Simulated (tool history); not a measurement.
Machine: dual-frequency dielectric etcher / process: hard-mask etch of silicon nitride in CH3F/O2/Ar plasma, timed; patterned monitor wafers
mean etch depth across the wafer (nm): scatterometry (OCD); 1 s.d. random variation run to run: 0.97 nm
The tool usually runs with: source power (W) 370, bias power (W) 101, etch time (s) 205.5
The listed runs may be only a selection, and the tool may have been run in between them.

run	day	source power (W)	bias power (W)	etch time (s)	wafers since the last listed run	hours since the last wet clean	hours since the last source power generator calibration	hours since the last bias power generator calibration	hours since the last upper electrode change	hours since the gauge calibration	read-back reference wafer on the same gauge, depth_nm	mean etch depth across the wafer (nm)
1	0	370	101	205.5	0	355.8	1771.6	950.2	4663.1	217.6	136.2	154.4
2	1.529	370	93	205.5	299	392.5	1808.3	986.9	4699.8	254.3	136.1	153.2
# day 3.075: wet clean of the chamber
3	3.096	370	93	205.5	110	0.5	1845.9	1024.5	4737.4	291.9	136	154.5
4	3.721	370	93	205.5	122	15.5	1860.9	1039.5	4752.4	306.9	136	152.8
5	5.025	370	101	157.5	255	46.8	1892.2	1070.8	4783.7	338.2	135.9	119.3
6	6.654	370	95	205.5	318	85.9	1931.3	1109.9	4822.8	377.3	136	156.1
7	9.004	370	95	205.5	459	142.3	1987.7	1166.3	4879.2	433.7	136	152.7
8	10.025	370	95	205.5	199	166.8	2012.2	1190.8	4903.7	458.2	136	154.1
9	12.317	370	101	205.5	448	221.8	2067.2	1245.8	4958.7	513.2	136	154.1
10	13.379	370	101	205.5	207	247.3	2092.7	1271.3	4984.2	538.7	136	154.9
11	14.596	370	101	205.5	237	276.5	2121.9	1300.5	5013.4	567.9	135.9	156
# day 15.179: gauge calibrated
12	16.492	370	119	205.5	370	322	2167.4	1346	5058.9	31.5	136.1	162.6
13	18.038	310	101	205.5	302	359.1	2204.5	1383.1	5096	68.6	135.8	148.2
14	19.221	370	101	205.5	231	387.5	2232.9	1411.5	5124.4	97	136	156.9
15	21.512	370	77	256	448	442.5	2287.9	1466.5	5179.4	152	135.9	183.2
# day 23.375: wet clean of the chamber
16	24.475	320	101	150	383	26.4	2359	1537.6	5250.5	223.1	136.1	109
17	26.621	370	101	205.5	419	77.9	2410.5	1589.1	5302	274.6	136.1	155.8
18	28.158	370	101	205.5	300	114.8	2447.4	1626	5338.9	311.5	136	157.1
# day 28.475: source power generator calibrated
# day 31.833: upper electrode replaced
19	31.854	370	82	205.5	494	203.5	81.1	1714.7	0.5	400.2	136.1	150.1
20	32.517	280	111	182.5	129	219.4	97	1730.6	16.4	416.1	136	130.8
# day 34.762: bias power generator calibrated
21	39.238	370	110	226	1281	380.7	258.3	107.4	177.7	577.4	136	175
# day 42.05: wet clean of the chamber
22	42.071	370	101	205.5	358	0.5	326.3	175.4	245.7	645.4	135.9	156.8
# day 42.617: gauge calibrated
23	43.742	290	123	254.5	326	40.6	366.4	215.5	285.8	27	136.1	187.3

Forecast each of these 5 alternatives for the next run:
A	43.762	370	101	184	4	41.1	366.9	216	286.3	27.5	?	?
B	43.762	370	119	175.5	4	41.1	366.9	216	286.3	27.5	?	?
C	43.762	420	117	205.5	4	41.1	366.9	216	286.3	27.5	?	?
D	43.762	370	76	221.5	4	41.1	366.9	216	286.3	27.5	?	?
E	43.762	400	94	205.5	4	41.1	366.9	216	286.3	27.5	?	?

run	read-back reference wafer on the same gauge, depth_nm	mean etch depth across the wafer (nm)
A	136.1	138.7
B	136.1	137.5
C	136.1	166.4
D	136.1	157.3
E	136.1	156
The same runs, with their run-to-run variation unchanged, on a tool lacking any hidden condition would have given:
run	mean etch depth across the wafer (nm)
A	138.7
B	137.5
C	166.4
D	157.3
E	156
